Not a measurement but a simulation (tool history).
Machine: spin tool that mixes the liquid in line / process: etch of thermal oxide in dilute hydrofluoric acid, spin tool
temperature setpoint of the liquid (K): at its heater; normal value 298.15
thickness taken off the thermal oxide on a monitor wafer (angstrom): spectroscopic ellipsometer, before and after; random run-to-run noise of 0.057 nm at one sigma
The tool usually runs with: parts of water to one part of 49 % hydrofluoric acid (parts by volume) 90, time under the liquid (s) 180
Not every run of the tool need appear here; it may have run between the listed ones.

run	hour	temperature setpoint of the liquid (K)	parts of water to one part of 49 % hydrofluoric acid (parts by volume)	time under the liquid (s)	wafers since the last listed run	hours since the thermometer was replaced	hours since the hydrofluoric acid flow meter was replaced	hours since the gauge calibration	read-back film thickness of the thermal oxide reference wafer, read on the same gauge (nm)	thickness taken off the thermal oxide on a monitor wafer (angstrom)
1	0	298.15	90	180	0	2674.2	1832.7	314.3	70.01	99.9
2	17.6	298.15	90	180	85	2691.8	1850.3	331.9	70.02	99.3
3	23.8	298.15	90	180	30	2698	1856.5	338.1	70	101.2
4	33.9	298.15	90	180	49	2708.1	1866.6	348.2	69.98	100
5	51.5	298.15	90	180	85	2725.7	1884.2	365.8	69.99	100.9
6	59.2	298.15	90	180	37	2733.4	1891.9	373.5	70.02	101.3
7	73.8	298.15	90	180	70	2748	1906.5	388.1	70.02	100.5
8	89.6	302.15	90	180	76	2763.8	1922.3	403.9	70.01	118.6
9	101.7	302.15	90	180	58	2775.9	1934.4	416	69.99	116.6
10	111.6	302.15	90	180	48	2785.8	1944.3	425.9	70.01	117.9
11	122.9	298.15	90	100	54	2797.1	1955.6	437.2	70.02	56.1
# hour 138.8: hydrofluoric acid flow meter replaced
12	139.7	298.15	90	100	76	2813.9	0.9	454	69.99	55.6
# hour 140.1: gauge calibrated
13	148.3	298.15	90	180	41	2822.5	9.5	8.2	70.01	100.1
14	166.2	298.15	90	180	86	2840.4	27.4	26.1	70	99.7
15	180.9	298.15	90	180	71	2855.1	42.1	40.8	70	100.9
16	187.2	295.65	60	145	30	2861.4	48.4	47.1	70.03	113.2
17	204.7	301.65	105	260	84	2878.9	65.9	64.6	69.99	140.2
18	221.6	294.65	130	285	82	2895.8	82.8	81.5	70.02	91.4
# hour 223.4: thermometer replaced
19	239.2	298.15	105	285	80	15.8	100.4	99.1	69.99	134.6
20	257.1	293.65	55	130	86	33.7	118.3	117	69.98	102
21	272.2	294.15	50	225	73	48.8	133.4	132.1	70.01	202
22	285.3	298.15	55	85	63	61.9	146.5	145.2	69.99	81.1
23	300	298.15	50	215	71	76.6	161.2	159.9	70	230.2
24	315.5	294.15	50	225	75	92.1	176.7	175.4	69.98	202.4
25	326	294.15	50	225	50	102.6	187.2	185.9	70	199.9
26	337.7	301.65	90	180	56	114.3	198.9	197.6	70	116.1
27	344.8	298.15	115	220	34	121.4	206	204.7	70	93.3
28	351.6	298.15	90	180	33	128.2	212.8	211.5	70.02	101.2
29	365	300.15	90	110	65	141.6	226.2	224.9	69.99	66.8

Predict each of these 5 candidate next runs independently; none follows another, all start after run 29:
A	365.5	302.65	90	180	2	142.1	226.7	225.4	?	?
B	365.5	298.15	65	130	2	142.1	226.7	225.4	?	?
C	365.5	298.15	90	220	2	142.1	226.7	225.4	?	?
D	365.5	298.15	135	95	2	142.1	226.7	225.4	?	?
E	365.5	298.15	50	250	2	142.1	226.7	225.4	?	?

run	read-back film thickness of the thermal oxide reference wafer, read on the same gauge (nm)	thickness taken off the thermal oxide on a monitor wafer (angstrom)
A	69.99	120.1
B	69.99	104.2
C	69.99	123.3
D	69.99	33.6
E	69.99	265.9
The same runs, with their run-to-run variation unchanged, on a tool lacking any hidden condition would have given:
run	thickness taken off the thermal oxide on a monitor wafer (angstrom)
A	120.1
B	104.2
C	123.3
D	33.6
E	265.9

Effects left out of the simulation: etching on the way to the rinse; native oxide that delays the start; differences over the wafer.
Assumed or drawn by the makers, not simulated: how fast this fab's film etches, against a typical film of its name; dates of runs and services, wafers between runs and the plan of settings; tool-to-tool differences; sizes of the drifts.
